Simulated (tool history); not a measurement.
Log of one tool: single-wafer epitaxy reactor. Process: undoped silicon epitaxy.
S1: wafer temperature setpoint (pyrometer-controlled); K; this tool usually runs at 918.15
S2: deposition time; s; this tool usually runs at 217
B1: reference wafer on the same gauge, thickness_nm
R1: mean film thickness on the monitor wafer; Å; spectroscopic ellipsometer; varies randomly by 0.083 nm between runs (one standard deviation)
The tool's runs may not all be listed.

Run 1, hour 0: usual settings but S2 251 s; B1 26.692. Result: R1 363.69 Å.
Run 2, hour 13.5: usual settings but S2 251 s; B1 26.714. Result: R1 362.44 Å.
Run 3, hour 24.5: usual settings; B1 26.692. Result: R1 313.44 Å.
Run 4, hour 41.4: usual settings; B1 26.707. Result: R1 314 Å.
Run 5, hour 48.4: usual settings; B1 26.7. Result: R1 312.58 Å.
Run 6, hour 55: usual settings; B1 26.698. Result: R1 313.8 Å.
Run 7, hour 61.2: usual settings but S2 242 s; B1 26.717. Result: R1 349.48 Å.
Run 8, hour 77: usual settings but S2 242 s; B1 26.694. Result: R1 348.55 Å.
Run 9, hour 91.9: usual settings; B1 26.699. Result: R1 314.96 Å.
Run 10, hour 99.1: usual settings; B1 26.704. Result: R1 313.51 Å.
Run 11, hour 138.2: usual settings; B1 26.708. Result: R1 313.9 Å.
Run 12, hour 185.7: usual settings but S2 184 s; B1 26.692. Result: R1 266.24 Å.
At hour 195.6: pyrometer calibrated.
Run 13, hour 226.8: usual settings but S2 184 s; B1 26.708. Result: R1 277.23 Å.
At hour 228.5: gauge calibrated.
Run 14, hour 242.4: usual settings; B1 26.708. Result: R1 328.89 Å.
Run 15, hour 258.5: usual settings; B1 26.714. Result: R1 328.01 Å.
Run 16, hour 303.5: usual settings; B1 26.689. Result: R1 326.56 Å.
Run 17, hour 317.9: usual settings; B1 26.702. Result: R1 325.63 Å.
Run 18, hour 332.7: usual settings but S2 206 s; B1 26.716. Result: R1 310.32 Å.
Run 19, hour 359.1: usual settings but S2 206 s; B1 26.696. Result: R1 309.42 Å.
Run 20, hour 370.2: usual settings but S1 905.15 K; B1 26.698. Result: R1 252.93 Å.
Run 21, hour 381.7: usual settings but S1 924.15 K; B1 26.7. Result: R1 366.57 Å.
Run 22, hour 388.8: usual settings; B1 26.705. Result: R1 326.43 Å.
Run 23, hour 402.5: usual settings; B1 26.704. Result: R1 326.85 Å.
Run 24, hour 411.8: usual settings but S1 923.15 K; B1 26.703. Result: R1 358.55 Å.
Run 25, hour 424.5: usual settings; B1 26.707. Result: R1 324.41 Å.
Run 26, hour 435.3: usual settings but S1 910.15 K, S2 197 s; B1 26.689. Result: R1 252.14 Å.

Expected results for the next run?
Run 27, hour 444.7: usual settings but S1 909.15 K, S2 186 s; B1 ?. Result: R1 ?.

B1: 26.692
R1: 232.44 Å
Without the tool's hidden state the same run would have given R1 235.61 Å.
